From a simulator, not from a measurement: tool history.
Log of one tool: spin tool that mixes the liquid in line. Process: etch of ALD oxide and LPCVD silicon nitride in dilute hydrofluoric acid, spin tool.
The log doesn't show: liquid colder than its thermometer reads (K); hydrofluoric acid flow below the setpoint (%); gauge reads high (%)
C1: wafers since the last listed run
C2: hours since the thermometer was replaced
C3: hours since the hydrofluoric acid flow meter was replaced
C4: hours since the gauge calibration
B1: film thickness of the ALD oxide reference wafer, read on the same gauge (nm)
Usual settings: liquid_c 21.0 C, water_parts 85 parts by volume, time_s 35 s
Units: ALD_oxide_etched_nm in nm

run 1 hour=0.0 | liquid_c=21.0 water_parts=85 time_s=45 | C1=0 C2=624.4 C3=1259.0 C4=494.0 | B1=140.00 | ALD_oxide_etched_nm=10.11
run 2 hour=6.3 | liquid_c=22.5 water_parts=85 time_s=35 | C1=57 C2=630.7 C3=1265.3 C4=500.3 | B1=140.03 | ALD_oxide_etched_nm=8.36
run 3 hour=12.5 | liquid_c=21.0 water_parts=85 time_s=20 | C1=56 C2=636.9 C3=1271.5 C4=506.5 | B1=139.98 | ALD_oxide_etched_nm=4.48
run 4 hour=18.7 | liquid_c=21.0 water_parts=85 time_s=35 | C1=56 C2=643.1 C3=1277.7 C4=512.7 | B1=140.01 | ALD_oxide_etched_nm=7.83
run 5 hour=26.9 | liquid_c=21.0 water_parts=85 time_s=35 | C1=74 C2=651.3 C3=1285.9 C4=520.9 | B1=139.94 | ALD_oxide_etched_nm=7.82
run 6 hour=35.3 | liquid_c=21.0 water_parts=85 time_s=35 | C1=76 C2=659.7 C3=1294.3 C4=529.3 | B1=139.99 | ALD_oxide_etched_nm=7.84
-- hour=48.2 hydrofluoric acid flow meter replaced
run 7 hour=52.7 | liquid_c=21.0 water_parts=120 time_s=25 | C1=148 C2=677.1 C3=4.5 C4=546.7 | B1=140.00 | ALD_oxide_etched_nm=3.78
-- hour=54.4 gauge calibrated
run 8 hour=64.5 | liquid_c=21.0 water_parts=85 time_s=35 | C1=107 C2=688.9 C3=16.3 C4=10.1 | B1=139.96 | ALD_oxide_etched_nm=7.77
run 9 hour=70.8 | liquid_c=21.0 water_parts=85 time_s=35 | C1=57 C2=695.2 C3=22.6 C4=16.4 | B1=139.99 | ALD_oxide_etched_nm=7.77
run 10 hour=84.0 | liquid_c=19.0 water_parts=85 time_s=55 | C1=119 C2=708.4 C3=35.8 C4=29.6 | B1=140.02 | ALD_oxide_etched_nm=11.18
run 11 hour=95.8 | liquid_c=23.0 water_parts=125 time_s=35 | C1=107 C2=720.2 C3=47.6 C4=41.4 | B1=140.00 | ALD_oxide_etched_nm=5.47
-- hour=100.8 thermometer replaced
run 12 hour=111.8 | liquid_c=19.0 water_parts=85 time_s=25 | C1=136 C2=11.0 C3=63.6 C4=57.4 | B1=139.98 | ALD_oxide_etched_nm=5.46
run 13 hour=127.2 | liquid_c=23.5 water_parts=85 time_s=55 | C1=139 C2=26.4 C3=79.0 C4=72.8 | B1=140.01 | ALD_oxide_etched_nm=14.36
run 14 hour=141.7 | liquid_c=21.0 water_parts=75 time_s=35 | C1=131 C2=40.9 C3=93.5 C4=87.3 | B1=139.96 | ALD_oxide_etched_nm=9.48
run 15 hour=157.8 | liquid_c=18.0 water_parts=85 time_s=35 | C1=146 C2=57.0 C3=109.6 C4=103.4 | B1=139.93 | ALD_oxide_etched_nm=7.27
run 16 hour=172.9 | liquid_c=24.0 water_parts=110 time_s=30 | C1=137 C2=72.1 C3=124.7 C4=118.5 | B1=139.99 | ALD_oxide_etched_nm=6.03
run 17 hour=184.2 | liquid_c=21.0 water_parts=85 time_s=25 | C1=102 C2=83.4 C3=136.0 C4=129.8 | B1=139.98 | ALD_oxide_etched_nm=5.87
run 18 hour=200.8 | liquid_c=24.5 water_parts=95 time_s=35 | C1=150 C2=100.0 C3=152.6 C4=146.4 | B1=140.00 | ALD_oxide_etched_nm=8.37
run 19 hour=210.3 | liquid_c=23.0 water_parts=85 time_s=25 | C1=86 C2=109.5 C3=162.1 C4=155.9 | B1=140.02 | ALD_oxide_etched_nm=6.35
run 20 hour=218.8 | liquid_c=23.5 water_parts=85 time_s=35 | C1=77 C2=118.0 C3=170.6 C4=164.4 | B1=140.04 | ALD_oxide_etched_nm=9.07
run 21 hour=229.2 | liquid_c=18.5 water_parts=65 time_s=50 | C1=94 C2=128.4 C3=181.0 C4=174.8 | B1=139.95 | ALD_oxide_etched_nm=14.12
run 22 hour=235.3 | liquid_c=21.0 water_parts=55 time_s=35 | C1=55 C2=134.5 C3=187.1 C4=180.9 | B1=140.02 | ALD_oxide_etched_nm=13.13
run 23 hour=250.7 | liquid_c=17.5 water_parts=85 time_s=35 | C1=139 C2=149.9 C3=202.5 C4=196.3 | B1=139.96 | ALD_oxide_etched_nm=7.12
run 24 hour=268.6 | liquid_c=21.0 water_parts=85 time_s=35 | C1=162 C2=167.8 C3=220.4 C4=214.2 | B1=139.95 | ALD_oxide_etched_nm=8.11
run 25 hour=274.8 | liquid_c=22.5 water_parts=55 time_s=25 | C1=56 C2=174.0 C3=226.6 C4=220.4 | B1=139.99 | ALD_oxide_etched_nm=9.95
run 26 hour=292.1 | liquid_c=17.0 water_parts=95 time_s=45 | C1=157 C2=191.3 C3=243.9 C4=237.7 | B1=139.99 | ALD_oxide_etched_nm=7.78

Forecast each of these 4 alternatives for the next run:
run A hour=292.5 | liquid_c=17.0 water_parts=85 time_s=35 | C1=3 C2=191.7 C3=244.3 C4=238.1 | B1=? | ALD_oxide_etched_nm=?
run B hour=292.5 | liquid_c=23.5 water_parts=125 time_s=40 | C1=3 C2=191.7 C3=244.3 C4=238.1 | B1=? | ALD_oxide_etched_nm=?
run C hour=292.5 | liquid_c=21.0 water_parts=70 time_s=35 | C1=3 C2=191.7 C3=244.3 C4=238.1 | B1=? | ALD_oxide_etched_nm=?
run D hour=292.5 | liquid_c=21.0 water_parts=65 time_s=35 | C1=3 C2=191.7 C3=244.3 C4=238.1 | B1=? | ALD_oxide_etched_nm=?

run=A B1=140.00 ALD_oxide_etched_nm=6.91
run=B B1=140.00 ALD_oxide_etched_nm=6.71
run=C B1=140.00 ALD_oxide_etched_nm=10.10
run=D B1=140.00 ALD_oxide_etched_nm=10.95
Without the tool's hidden state the same runs would have given:
run=A ALD_oxide_etched_nm=7.10
run=B ALD_oxide_etched_nm=6.88
run=C ALD_oxide_etched_nm=10.37
run=D ALD_oxide_etched_nm=11.24
